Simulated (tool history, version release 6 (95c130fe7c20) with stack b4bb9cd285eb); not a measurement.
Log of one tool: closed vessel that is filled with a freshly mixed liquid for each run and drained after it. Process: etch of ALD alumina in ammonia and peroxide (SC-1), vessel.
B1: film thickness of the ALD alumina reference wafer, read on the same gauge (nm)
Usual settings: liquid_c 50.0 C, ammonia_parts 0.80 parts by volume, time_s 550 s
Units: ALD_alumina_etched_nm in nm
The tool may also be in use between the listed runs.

run 1 hour=0.0 | liquid_c=50.0 ammonia_parts=0.55 time_s=550 | B1=130.05 | ALD_alumina_etched_nm=36.16
run 2 hour=59.1 | liquid_c=55.5 ammonia_parts=0.80 time_s=340 | B1=129.98 | ALD_alumina_etched_nm=30.90
run 3 hour=130.2 | liquid_c=55.5 ammonia_parts=0.80 time_s=340 | B1=130.01 | ALD_alumina_etched_nm=31.12
run 4 hour=175.8 | liquid_c=50.0 ammonia_parts=0.80 time_s=550 | B1=129.95 | ALD_alumina_etched_nm=37.09
run 5 hour=235.1 | liquid_c=50.0 ammonia_parts=0.80 time_s=550 | B1=129.98 | ALD_alumina_etched_nm=37.07
run 6 hour=279.0 | liquid_c=50.0 ammonia_parts=0.80 time_s=550 | B1=129.99 | ALD_alumina_etched_nm=36.93
run 7 hour=313.2 | liquid_c=50.0 ammonia_parts=0.80 time_s=550 | B1=130.02 | ALD_alumina_etched_nm=37.17
-- hour=344.8 new drum of ammonia solution connected
run 8 hour=367.8 | liquid_c=50.0 ammonia_parts=0.80 time_s=550 | B1=130.01 | ALD_alumina_etched_nm=36.99
run 9 hour=413.6 | liquid_c=50.0 ammonia_parts=0.80 time_s=550 | B1=130.00 | ALD_alumina_etched_nm=37.05
-- hour=432.8 gauge calibrated
run 10 hour=503.0 | liquid_c=50.0 ammonia_parts=0.80 time_s=720 | B1=130.01 | ALD_alumina_etched_nm=47.82
run 11 hour=560.6 | liquid_c=50.0 ammonia_parts=0.80 time_s=720 | B1=129.98 | ALD_alumina_etched_nm=48.00
-- hour=687.7 new drum of ammonia solution connected
run 12 hour=737.2 | liquid_c=50.0 ammonia_parts=0.80 time_s=720 | B1=130.02 | ALD_alumina_etched_nm=47.83
run 13 hour=783.9 | liquid_c=43.5 ammonia_parts=0.80 time_s=550 | B1=130.03 | ALD_alumina_etched_nm=25.23
run 14 hour=847.3 | liquid_c=44.5 ammonia_parts=0.95 time_s=750 | B1=129.98 | ALD_alumina_etched_nm=37.08
-- hour=900.0 ammonia flow meter replaced
run 15 hour=914.4 | liquid_c=50.0 ammonia_parts=0.70 time_s=685 | B1=130.01 | ALD_alumina_etched_nm=44.78
run 16 hour=984.7 | liquid_c=50.0 ammonia_parts=0.80 time_s=550 | B1=130.02 | ALD_alumina_etched_nm=36.26
run 17 hour=1039.2 | liquid_c=50.0 ammonia_parts=1.05 time_s=240 | B1=130.05 | ALD_alumina_etched_nm=16.22
run 18 hour=1068.7 | liquid_c=50.0 ammonia_parts=0.80 time_s=815 | B1=130.03 | ALD_alumina_etched_nm=53.29
-- hour=1093.0 thermometer replaced
-- hour=1109.6 new drum of ammonia solution connected
run 19 hour=1123.5 | liquid_c=50.0 ammonia_parts=0.80 time_s=830 | B1=129.97 | ALD_alumina_etched_nm=57.05
run 20 hour=1166.8 | liquid_c=44.5 ammonia_parts=0.70 time_s=685 | B1=130.00 | ALD_alumina_etched_nm=34.23
run 21 hour=1197.8 | liquid_c=50.0 ammonia_parts=0.95 time_s=335 | B1=129.98 | ALD_alumina_etched_nm=23.12
run 22 hour=1267.7 | liquid_c=46.5 ammonia_parts=0.80 time_s=265 | B1=130.02 | ALD_alumina_etched_nm=14.84
run 23 hour=1300.8 | liquid_c=50.0 ammonia_parts=0.45 time_s=730 | B1=129.97 | ALD_alumina_etched_nm=47.02
run 24 hour=1326.1 | liquid_c=59.0 ammonia_parts=0.80 time_s=820 | B1=129.96 | ALD_alumina_etched_nm=90.37
run 25 hour=1383.2 | liquid_c=50.0 ammonia_parts=0.80 time_s=550 | B1=130.00 | ALD_alumina_etched_nm=37.20
run 26 hour=1451.2 | liquid_c=54.0 ammonia_parts=1.05 time_s=780 | B1=129.98 | ALD_alumina_etched_nm=67.43
-- hour=1492.8 new drum of ammonia solution connected
run 27 hour=1526.2 | liquid_c=55.5 ammonia_parts=0.95 time_s=455 | B1=129.99 | ALD_alumina_etched_nm=41.98
run 28 hour=1592.4 | liquid_c=57.5 ammonia_parts=0.60 time_s=245 | B1=130.00 | ALD_alumina_etched_nm=24.18

Forecast run 29:
run 29 hour=1660.5 | liquid_c=55.5 ammonia_parts=0.80 time_s=340 | B1=? | ALD_alumina_etched_nm=?

{"run 29": {"B1": 130.02, "ALD_alumina_etched_nm": 30.92}}
Without the tool's hidden state the same run would have given ALD_alumina_etched_nm 31.61 nm.

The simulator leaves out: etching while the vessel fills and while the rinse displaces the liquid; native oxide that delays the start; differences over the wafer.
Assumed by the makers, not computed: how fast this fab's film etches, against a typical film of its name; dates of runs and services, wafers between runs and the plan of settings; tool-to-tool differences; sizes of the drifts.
